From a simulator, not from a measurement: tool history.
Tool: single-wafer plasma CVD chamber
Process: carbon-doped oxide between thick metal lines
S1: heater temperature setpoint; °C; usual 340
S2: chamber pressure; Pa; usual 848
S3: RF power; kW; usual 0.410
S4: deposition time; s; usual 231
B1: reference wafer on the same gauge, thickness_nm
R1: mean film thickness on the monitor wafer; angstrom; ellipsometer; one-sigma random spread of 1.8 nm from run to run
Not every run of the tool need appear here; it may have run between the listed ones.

run 1 hour=0.0 | S1=340 S2=848 S3=0.410 S4=231 | B1=1350.229 | R1=11150.02
run 2 hour=15.0 | S1=340 S2=848 S3=0.410 S4=231 | B1=1350.284 | R1=11139.34
run 3 hour=25.0 | S1=340 S2=848 S3=0.410 S4=231 | B1=1349.793 | R1=11137.07
run 4 hour=38.8 | S1=350 S2=848 S3=0.410 S4=231 | B1=1349.440 | R1=10820.25
run 5 hour=49.9 | S1=350 S2=848 S3=0.410 S4=231 | B1=1350.320 | R1=10822.25
run 6 hour=60.9 | S1=350 S2=848 S3=0.410 S4=231 | B1=1350.101 | R1=10808.25
run 7 hour=75.5 | S1=340 S2=848 S3=0.410 S4=231 | B1=1349.677 | R1=11131.92
run 8 hour=86.5 | S1=340 S2=848 S3=0.410 S4=231 | B1=1349.800 | R1=11133.28
run 9 hour=98.0 | S1=340 S2=848 S3=0.410 S4=231 | B1=1350.306 | R1=11165.32
-- hour=109.9 thermocouple changed; heater temperature recalibrated
run 10 hour=113.7 | S1=340 S2=1011 S3=0.410 S4=219 | B1=1349.595 | R1=10791.60
-- hour=128.0 gauge calibrated
run 11 hour=131.4 | S1=349 S2=848 S3=0.410 S4=231 | B1=1350.220 | R1=10837.98
run 12 hour=146.3 | S1=349 S2=848 S3=0.410 S4=231 | B1=1350.552 | R1=10851.64
run 13 hour=155.0 | S1=340 S2=848 S3=0.475 S4=189 | B1=1350.121 | R1=10070.26
-- hour=167.2 RF generator calibrated
run 14 hour=167.7 | S1=354 S2=921 S3=0.410 S4=206 | B1=1350.145 | R1=10173.80
run 15 hour=172.3 | S1=340 S2=848 S3=0.410 S4=231 | B1=1350.000 | R1=11762.95
run 16 hour=179.2 | S1=355 S2=848 S3=0.410 S4=231 | B1=1350.220 | R1=11217.80
run 17 hour=196.5 | S1=340 S2=948 S3=0.380 S4=231 | B1=1350.020 | R1=11251.11
run 18 hour=212.6 | S1=331 S2=693 S3=0.410 S4=231 | B1=1349.784 | R1=11613.06
run 19 hour=223.9 | S1=340 S2=848 S3=0.410 S4=231 | B1=1349.958 | R1=11707.41
-- hour=242.2 capacitance manometer re-zeroed and calibrated
-- hour=243.2 showerhead replaced
run 20 hour=243.7 | S1=327 S2=957 S3=0.410 S4=231 | B1=1350.222 | R1=12363.47
run 21 hour=249.3 | S1=350 S2=848 S3=0.410 S4=269 | B1=1350.246 | R1=13197.05
run 22 hour=260.0 | S1=336 S2=848 S3=0.410 S4=231 | B1=1350.061 | R1=11851.25
run 23 hour=267.6 | S1=352 S2=756 S3=0.410 S4=231 | B1=1349.948 | R1=11029.35
run 24 hour=279.8 | S1=340 S2=848 S3=0.410 S4=231 | B1=1349.618 | R1=11662.78
run 25 hour=295.2 | S1=340 S2=936 S3=0.390 S4=231 | B1=1350.336 | R1=11352.53
run 26 hour=329.5 | S1=340 S2=848 S3=0.410 S4=231 | B1=1349.622 | R1=11581.18
run 27 hour=338.5 | S1=340 S2=848 S3=0.410 S4=214 | B1=1349.852 | R1=10694.52

Run 28 has not been measured yet. What should we expect?
run 28 hour=351.4 | S1=335 S2=769 S3=0.410 S4=274 | B1=? | R1=?

{"run 28": {"B1": 1349.77, "R1": 13730.99}}
Had the tool carried no hidden state, the very same run would have given R1 13976.71 angstrom.
